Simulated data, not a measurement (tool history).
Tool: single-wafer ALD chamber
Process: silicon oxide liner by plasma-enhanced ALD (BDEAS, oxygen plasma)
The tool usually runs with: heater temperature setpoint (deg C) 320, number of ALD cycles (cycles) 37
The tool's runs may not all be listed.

run	day	heater temperature setpoint (deg C)	number of ALD cycles (cycles)	wafers since the last listed run	hours since the last thermocouple change	hours since the gauge calibration	read-back reference wafer on the same gauge, thickness_nm	mean film thickness on the monitor wafer (angstrom)
1	0	320	37	0	1963.2	340.8	4.324	36.36
2	1.262	320	35	179	1993.5	371.1	4.317	34.62
3	3.829	320	37	364	2055.1	432.7	4.322	36.33
4	5.317	320	37	211	2090.8	468.4	4.312	36.46
5	6.204	320	37	126	2112.1	489.7	4.31	36.37
6	9.5	320	37	467	2191.2	568.8	4.306	36.45
7	10.212	320	37	101	2208.3	585.9	4.305	36.13
8	11.688	320	37	209	2243.7	621.3	4.298	36.28
9	13.029	320	37	190	2275.9	653.5	4.294	36.39
10	13.708	320	37	96	2292.2	669.8	4.299	36.22
11	14.596	320	33	126	2313.5	691.1	4.304	32.17
12	15.467	320	33	123	2334.4	712	4.297	32.22
13	16.583	320	37	158	2361.2	738.8	4.296	36.15
14	18.079	320	37	212	2397.1	774.7	4.287	36.11
# day 18.771: thermocouple changed; heater temperature recalibrated
15	19.058	320	37	91	6.9	798.2	4.287	36.18
16	19.588	320	32	75	19.6	810.9	4.285	31.32
17	21.5	320	32	271	65.5	856.8	4.286	31.21
18	22.488	320	37	140	89.2	880.5	4.275	36.13
19	24.075	309	34	225	127.3	918.6	4.275	33.49
20	24.817	312	40	105	145.1	936.4	4.272	39.43
21	25.788	325	43	137	168.4	959.7	4.271	41.58
# day 26.054: gauge calibrated
22	26.967	320	40	167	196.7	21.9	4.32	39.48
23	27.883	307	44	130	218.7	43.9	4.316	44.07
24	28.742	325	42	121	239.3	64.5	4.321	41.17
25	29.588	320	37	120	259.6	84.8	4.318	36.39
26	30.942	320	44	192	292.1	117.3	4.32	43.34
27	33.633	320	37	382	356.7	181.9	4.321	36.44
28	34.412	320	37	110	375.4	200.6	4.318	36.39
29	35.65	324	37	175	405.1	230.3	4.313	36.25
30	36.838	333	41	168	433.6	258.8	4.316	39.42
31	37.5	320	37	94	449.5	274.7	4.318	36.42
32	38.488	316	33	140	473.2	298.4	4.316	32.59
33	41.979	313	37	495	557	382.2	4.312	36.67
34	43.221	314	31	176	586.8	412	4.312	30.83
35	43.817	312	37	84	601.1	426.3	4.306	36.76
36	46.208	315	30	339	658.5	483.7	4.309	29.62
37	47.429	320	37	173	687.8	513	4.304	36.16

Here are 3 independent what-if runs from the current tool condition. What would each one return?
A	47.45	320	37	2	688.3	513.5	?	?
B	47.45	315	37	2	688.3	513.5	?	?
C	47.45	307	37	2	688.3	513.5	?	?

run	read-back reference wafer on the same gauge, thickness_nm	mean film thickness on the monitor wafer (angstrom)
A	4.305	36.37
B	4.305	36.67
C	4.305	37.14
What these runs would have given with no unlogged condition in the tool:
run	mean film thickness on the monitor wafer (angstrom)
A	36.59
B	36.89
C	37.36
